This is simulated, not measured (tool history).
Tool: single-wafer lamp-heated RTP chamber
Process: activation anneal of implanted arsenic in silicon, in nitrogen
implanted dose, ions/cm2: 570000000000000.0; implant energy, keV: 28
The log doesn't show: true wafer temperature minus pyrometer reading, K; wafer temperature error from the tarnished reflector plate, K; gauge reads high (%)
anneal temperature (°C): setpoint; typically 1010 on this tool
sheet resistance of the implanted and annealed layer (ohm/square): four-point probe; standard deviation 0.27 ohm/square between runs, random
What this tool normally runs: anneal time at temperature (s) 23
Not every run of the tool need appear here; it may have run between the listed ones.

run	hour	anneal temperature (°C)	anneal time at temperature (s)	wafers since the last listed run	wafers since the last pyrometer calibration	wafers since the reflector plate was cleaned	hours since the gauge calibration	read-back reference wafer on the same gauge, sheet resistance	sheet resistance of the implanted and annealed layer (ohm/square)
1	0	1010	23	0	54	6324	528.8	172.99	181.77
# hour 67.8: reflector plate cleaned
2	73.2	1010	23	1009	1064	83	602	173.06	180.77
3	129.8	1010	23	876	1940	960	658.6	172.97	181.23
4	200.8	1010	23	1099	3040	2059	729.6	172.97	181.38
5	291.1	1010	23	1398	4438	3458	819.9	172.98	179.84
# hour 319.9: pyrometer window cleaned and pyrometer calibrated
6	366.2	1010	23	1039	716	4497	895	173.02	181.58
7	422.3	990	13	868	1585	5366	951.1	173.04	186.01
8	532.9	990	13	1712	3298	7079	1061.7	173.06	185.5
9	573.1	990	13	622	3920	7701	1101.9	173.03	184.87
# hour 630.8: reflector plate cleaned
# hour 651.6: pyrometer window cleaned and pyrometer calibrated
10	661.3	1010	23	1118	150	348	1190.1	173	181.29
11	749.5	1018	31	1365	1516	1714	1278.3	172.92	178.54
12	888.2	1018	31	2148	3664	3862	1417	172.99	178.22
13	963.2	1010	32	1161	4825	5024	1492	172.98	179.01
# hour 1004.8: pyrometer window cleaned and pyrometer calibrated
14	1014.1	1034	17	664	144	5688	1542.9	173.01	180.73
# hour 1067: reflector plate cleaned
15	1146.8	988	15	1931	2076	1236	1675.6	173.04	184.96
16	1196.8	1023	15	774	2850	2010	1725.6	173.04	180.8
17	1274.5	1034	29	1203	4053	3214	1803.3	172.93	177.1
# hour 1334: pyrometer window cleaned and pyrometer calibrated
18	1338.4	1010	23	865	68	4080	1867.2	173.1	181.39
19	1419.5	1010	23	1256	1324	5336	1948.3	173.01	181.58
# hour 1433.2: gauge calibrated
20	1525.9	1010	23	1647	2972	6983	92.7	173.02	181.11
# hour 1617.9: reflector plate cleaned
21	1618.4	1037	28	1308	4280	7	185.2	172.98	176.65
22	1676.3	1023	28	896	5177	904	243.1	173.12	177.68
23	1723.4	1000	23	729	5906	1634	290.2	172.99	181.52
# hour 1760.6: pyrometer window cleaned and pyrometer calibrated
24	1779.6	991	18	746	293	2380	346.4	172.93	184.9
25	1867.5	1020	31	1361	1654	3741	434.3	172.95	178.22

Branching from run 25: 5 alternative next runs. What would each branch give?
A	1867.9	1010	35	6	1661	3748	434.7	?	?
B	1867.9	1021	15	6	1661	3748	434.7	?	?
C	1867.9	1026	23	6	1661	3748	434.7	?	?
D	1867.9	1023	19	6	1661	3748	434.7	?	?
E	1867.9	1037	29	6	1661	3748	434.7	?	?

run	read-back reference wafer on the same gauge, sheet resistance	sheet resistance of the implanted and annealed layer (ohm/square)
A	172.99	179.18
B	172.99	181.95
C	172.99	179.41
D	172.99	180.64
E	172.99	176.92
With the hidden condition removed and each run's random variation left untouched, the same runs would have given:
run	sheet resistance of the implanted and annealed layer (ohm/square)
A	179.58
B	182.35
C	179.82
D	181.04
E	177.38

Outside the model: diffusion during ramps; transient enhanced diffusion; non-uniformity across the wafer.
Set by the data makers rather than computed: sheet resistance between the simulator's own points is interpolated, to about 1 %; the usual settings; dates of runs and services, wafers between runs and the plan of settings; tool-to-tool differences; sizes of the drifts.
